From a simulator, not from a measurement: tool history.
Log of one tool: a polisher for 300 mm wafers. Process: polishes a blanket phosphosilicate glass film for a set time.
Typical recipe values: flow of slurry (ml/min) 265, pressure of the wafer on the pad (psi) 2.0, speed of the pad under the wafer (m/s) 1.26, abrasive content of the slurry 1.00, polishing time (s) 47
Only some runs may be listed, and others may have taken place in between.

run	hour	flow of slurry (ml/min)	pressure of the wafer on the pad (psi)	speed of the pad under the wafer (m/s)	abrasive content of the slurry	polishing time (s)	incoming thickness of the incoming film, nm	film removed (Å)
1	0.0	330	2.0	1.26	1.00	47	2117.5	3575
2	47.8	330	2.0	1.26	1.00	47	2109.0	3610
3	84.0	330	2.0	1.26	1.00	47	2117.2	3643
4	136.5	265	2.0	1.26	1.00	47	2134.0	3568
# hour 151.0: worn pad replaced by a new one
5	214.4	265	1.5	1.26	1.00	42	2113.5	2432
6	292.6	265	1.5	1.26	1.00	42	2118.7	2410
# hour 353.2: head pressure recalibrated
# hour 359.3: worn pad replaced by a new one
# hour 373.4: conditioning disc replaced and pad reconditioned
# hour 383.0: slurry blender recalibrated
7	389.7	265	2.0	1.26	1.15	47	2105.2	3877
# hour 575.1: worn pad replaced by a new one
8	632.4	340	2.0	1.26	1.00	59	2142.0	4638
# hour 724.8: slurry nozzle cleaned
9	747.0	335	2.0	1.06	1.25	53	2154.3	4234

What does the tool deliver on the next run?
# hour 756.0: conditioning disc replaced and pad reconditioned
10	785.3	265	1.5	1.26	1.00	55	2093.4	?

{"run 10": {"film removed (Å)": 3132}}
Without the tool's hidden state the same run would have given film removed (Å) 3132.
